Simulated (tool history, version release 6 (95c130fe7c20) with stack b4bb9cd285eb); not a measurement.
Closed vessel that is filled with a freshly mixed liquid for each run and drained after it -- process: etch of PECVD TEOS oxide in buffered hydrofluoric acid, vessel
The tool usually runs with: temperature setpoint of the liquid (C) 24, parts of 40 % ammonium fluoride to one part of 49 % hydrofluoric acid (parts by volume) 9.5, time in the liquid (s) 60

run,hour,temperature setpoint of the liquid (C),parts of 40 % ammonium fluoride to one part of 49 % hydrofluoric acid (parts by volume),time in the liquid (s),wafers since the last listed run,hours since the thermometer was replaced,hours since the hydrofluoric acid flow meter was replaced,hours since the gauge calibration,"read-back film thickness of the PECVD TEOS oxide reference wafer, read on the same gauge (nm)",thickness taken off the PECVD TEOS oxide on a monitor wafer (nm)
1,0,24,9.5,60,0,1546.9,477.7,131.8,120,258.45
2,12,24,9.5,60,1095,1558.9,489.7,143.8,120,260.61
3,42.7,24,9.5,60,2803,1589.6,520.4,174.5,119.97,260.73
4,57,24,9.5,60,1305,1603.9,534.7,188.8,119.98,260.33
5,69.7,24,9.5,60,1159,1616.6,547.4,201.5,120,261.59
6,78.8,22,9.5,35,830,1625.7,556.5,210.6,120.02,137.66
7,87.1,22,9.5,35,757,1634,564.8,218.9,119.99,137.09
8,95.1,24,9.5,60,730,1642,572.8,226.9,120.02,262.75
9,104.7,24,9.5,60,876,1651.6,582.4,236.5,119.97,261.97
10,122.5,24,9.5,60,1625,1669.4,600.2,254.3,120,262.46
11,130.7,24,9.5,60,748,1677.6,608.4,262.5,119.99,261.64
# hour 136.9: gauge calibrated
12,147.8,24,9.5,60,1561,1694.7,625.5,10.9,120.01,264.04
13,163,24,9.5,60,1387,1709.9,640.7,26.1,120.03,263.93
# hour 169.9: thermometer replaced
14,175.7,24,9.5,60,1068,5.8,653.4,38.8,119.98,238.82
15,187.7,24,9.5,60,1095,17.8,665.4,50.8,119.97,239.22
16,202.1,24,9.5,60,1314,32.2,679.8,65.2,120.04,239.33
17,217.8,24,9.5,60,1433,47.9,695.5,80.9,120,240.85
18,225.8,24,11,60,730,55.9,703.5,88.9,120.01,210.75
19,241.9,27,9.5,60,1470,72,719.6,105,119.99,281.83
20,254.5,24,9.5,60,1150,84.6,732.2,117.6,119.97,240.95
21,271.6,24,11.5,60,1561,101.7,749.3,134.7,120,203.52
# hour 275: hydrofluoric acid flow meter replaced
22,284.9,24,11,80,1123,115,9.9,148,120,283.27
23,296.9,21,7,35,1095,127,21.9,160,119.98,161.88
24,311.2,26.5,9.5,35,1305,141.3,36.2,174.3,120.03,161.44
25,318,27,6,85,620,148.1,43,181.1,120.03,620.93
26,332,24,9.5,60,1278,162.1,57,195.1,119.97,240.95
27,347.3,24,6,60,1397,177.4,72.3,210.4,120.01,376.03
28,360.8,24,6.5,80,1232,190.9,85.8,223.9,119.98,469.4
29,371.1,24,11.5,45,940,201.2,96.1,234.2,119.98,153.48
30,386.9,26,9.5,60,1442,217,111.9,250,120.05,270.61
31,404.3,20.5,9.5,60,1588,234.4,129.3,267.4,119.98,200.83
# hour 407.2: gauge calibrated
32,410.4,28.5,11,30,556,240.5,135.4,3.2,120,136.07
33,422.6,25.5,9.5,75,1113,252.7,147.6,15.4,120,327.64

Alternative continuations, all from the tool just after run 33; predict every row:
A,423.3,25.5,9.5,60,63,253.4,148.3,16.1,?,?
B,423.3,24,9.5,85,63,253.4,148.3,16.1,?,?
C,423.3,24,9.5,30,63,253.4,148.3,16.1,?,?
D,423.3,28.5,9.5,60,63,253.4,148.3,16.1,?,?

run,"read-back film thickness of the PECVD TEOS oxide reference wafer, read on the same gauge (nm)",thickness taken off the PECVD TEOS oxide on a monitor wafer (nm)
A,120.01,264.37
B,120.01,345.42
C,120.01,121.91
D,120.01,310.06
Stripped of hidden state, with their random variation kept, the same runs would have yielded:
run,thickness taken off the PECVD TEOS oxide on a monitor wafer (nm)
A,251.87
B,328.93
C,116.09
D,295.67

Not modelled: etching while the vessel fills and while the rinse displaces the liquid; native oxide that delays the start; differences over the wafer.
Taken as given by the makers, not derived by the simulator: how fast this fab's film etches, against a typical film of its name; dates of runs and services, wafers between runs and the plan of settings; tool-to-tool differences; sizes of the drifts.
